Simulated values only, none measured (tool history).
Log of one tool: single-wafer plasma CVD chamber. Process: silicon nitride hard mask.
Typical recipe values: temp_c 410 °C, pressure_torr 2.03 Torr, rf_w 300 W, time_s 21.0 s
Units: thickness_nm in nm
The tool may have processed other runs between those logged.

run	hour	temp_c	pressure_torr	rf_w	time_s	wafers since the last listed run	hours since the last thermocouple change	hours since the last RF generator calibration	hours since the last manometer calibration	hours since the showerhead was replaced	hours since the gauge calibration	read-back reference wafer on the same gauge, thickness_nm	thickness_nm
1	0.0	410	2.03	300	21.0	0	1015.6	2522.3	2204.1	2604.5	446.2	28.757	27.316
2	31.0	410	2.03	300	21.0	554	1046.6	2553.3	2235.1	2635.5	477.2	28.824	27.284
3	57.3	410	2.03	300	17.8	470	1072.9	2579.6	2261.4	2661.8	503.5	28.859	23.265
# hour 77.7: RF generator calibrated
4	78.2	410	2.03	300	17.8	230	1093.8	0.5	2282.3	2682.7	524.4	28.738	22.929
5	96.8	410	2.03	300	17.8	332	1112.4	19.1	2300.9	2701.3	543.0	28.908	22.998
6	149.8	410	2.03	300	21.0	948	1165.4	72.1	2353.9	2754.3	596.0	28.783	27.236
# hour 158.0: capacitance manometer re-zeroed and calibrated
# hour 158.6: gauge calibrated
7	184.2	410	2.03	300	21.0	472	1199.8	106.5	26.2	2788.7	25.6	28.789	27.307
8	218.4	410	2.03	300	21.0	611	1234.0	140.7	60.4	2822.9	59.8	28.882	27.251
# hour 233.3: showerhead replaced
9	239.3	397	2.03	300	21.0	230	1254.9	161.6	81.3	6.0	80.7	28.818	27.448
10	253.4	410	2.03	300	21.0	252	1269.0	175.7	95.4	20.1	94.8	28.795	26.941
11	277.3	410	2.03	350	22.7	427	1292.9	199.6	119.3	44.0	118.7	28.854	31.368
12	295.0	410	2.03	300	21.0	316	1310.6	217.3	137.0	61.7	136.4	28.834	27.276
# hour 309.5: thermocouple changed; heater temperature recalibrated
13	316.8	396	2.03	340	21.0	246	7.3	239.1	158.8	83.5	158.2	28.839	28.756
14	382.4	397	1.59	265	24.0	1173	72.9	304.7	224.4	149.1	223.8	28.833	28.298
15	413.5	410	2.03	300	21.0	556	104.0	335.8	255.5	180.2	254.9	28.741	27.418
16	439.1	416	1.62	300	21.0	457	129.6	361.4	281.1	205.8	280.5	28.794	25.664
17	473.0	420	2.03	335	16.9	606	163.5	395.3	315.0	239.7	314.4	28.762	22.764
18	508.5	410	2.03	300	21.0	634	199.0	430.8	350.5	275.2	349.9	28.819	27.228
19	524.1	410	2.03	330	21.0	279	214.6	446.4	366.1	290.8	365.5	28.833	28.150
20	542.0	410	2.34	300	21.0	320	232.5	464.3	384.0	308.7	383.4	28.747	28.146
21	556.2	421	2.49	270	18.0	253	246.7	478.5	398.2	322.9	397.6	28.811	23.382
22	585.9	419	2.03	355	21.0	531	276.4	508.2	427.9	352.6	427.3	28.754	28.657
23	613.8	410	2.29	300	25.0	499	304.3	536.1	455.8	380.5	455.2	28.809	33.430
24	628.3	421	2.03	300	19.0	259	318.8	550.6	470.3	395.0	469.7	28.832	24.579
# hour 640.6: gauge calibrated
25	640.8	422	1.65	355	16.9	223	331.3	563.1	482.8	407.5	0.2	28.790	22.085
26	663.3	401	2.03	300	21.0	402	353.8	585.6	505.3	430.0	22.7	28.763	27.397
27	697.2	410	2.03	275	21.0	606	387.7	619.5	539.2	463.9	56.6	28.818	26.668
28	730.2	410	2.03	300	21.0	590	420.7	652.5	572.2	496.9	89.6	28.819	27.339
29	755.0	410	2.03	245	21.0	443	445.5	677.3	597.0	521.7	114.4	28.716	25.507

Forecast each of these 4 alternatives for the next run:
A	755.4	410	2.03	300	21.0	7	445.9	677.7	597.4	522.1	114.8	?	?
B	755.4	410	2.03	300	19.9	7	445.9	677.7	597.4	522.1	114.8	?	?
C	755.4	410	2.36	300	21.0	7	445.9	677.7	597.4	522.1	114.8	?	?
D	755.4	421	2.03	300	23.2	7	445.9	677.7	597.4	522.1	114.8	?	?

run	read-back reference wafer on the same gauge, thickness_nm	thickness_nm
A	28.746	27.148
B	28.746	25.730
C	28.746	28.103
D	28.746	29.819
With the hidden condition removed and each run's random variation left untouched, the same runs would have given:
run	thickness_nm
A	27.148
B	25.730
C	28.103
D	29.819

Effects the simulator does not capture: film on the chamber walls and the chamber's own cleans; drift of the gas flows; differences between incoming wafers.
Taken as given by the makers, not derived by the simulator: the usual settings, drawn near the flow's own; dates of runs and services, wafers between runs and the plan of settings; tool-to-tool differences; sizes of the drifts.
